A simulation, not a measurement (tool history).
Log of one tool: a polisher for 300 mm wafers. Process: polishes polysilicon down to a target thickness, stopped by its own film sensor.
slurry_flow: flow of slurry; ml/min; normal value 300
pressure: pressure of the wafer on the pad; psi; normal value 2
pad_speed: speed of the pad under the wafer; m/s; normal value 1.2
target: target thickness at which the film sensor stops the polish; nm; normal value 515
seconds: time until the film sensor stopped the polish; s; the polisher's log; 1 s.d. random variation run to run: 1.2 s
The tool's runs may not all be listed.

run	day	slurry_flow	pressure	pad_speed	target	wafers since the last listed run	wafers polished on this pad	hours since the slurry nozzle was cleaned	hours since the head pressure was calibrated	incoming thickness of the incoming film, nm	seconds
1	0	300	2	1.2	515	0	979	246.7	182.4	1203.3	115.9
2	2.954	300	2	1.2	515	392	1372	317.6	253.3	1171.7	112.3
3	4.854	225	2	1.2	515	252	1625	363.2	298.9	1184.8	117.7
# day 5.275: worn pad replaced by a new one
4	6.342	225	2	1.2	515	175	142	398.9	334.6	1182.6	115.5
5	9.1	225	2	1.2	515	366	508	465.1	400.8	1199.3	122
6	11.246	300	2	1.2	515	285	794	516.6	452.3	1191.1	116.6
7	13.8	300	2	1.2	515	339	1134	577.9	513.6	1208.9	118.6
8	16.096	300	2	1.2	699	305	1439	633	568.7	1206.1	88.7
# day 17.117: worn pad replaced by a new one
9	17.829	300	2	1.2	699	208	95	674.6	610.3	1178.7	82.7
10	20.158	300	2	1.2	515	309	404	730.5	666.2	1178.9	116
# day 20.55: slurry nozzle cleaned
11	23.054	300	2	1.2	515	379	784	60.1	735.7	1198.4	118.6
12	24.533	300	2	1.2	362	196	981	95.6	771.2	1194.9	148
13	27.442	300	2	1.2	515	386	1368	165.4	841	1177.2	118.6
# day 30.525: worn pad replaced by a new one
14	30.546	300	2	0.9	515	390	3	239.9	915.5	1187.1	153.5
15	31.725	300	2	1.2	515	156	159	268.2	943.8	1209.6	126
# day 33.796: head pressure recalibrated
16	34.271	220	2	1.2	515	327	487	329.3	11.4	1164.7	112.1

The next listed run, before its measurement:
17	36.254	300	2	1.56	515	263	751	376.9	59	1184.8	?

For run 17 the tool returned seconds 88.6 s.
Were there no unlogged condition in the tool, this run, its random variation unchanged, would have produced seconds 88.9 s.
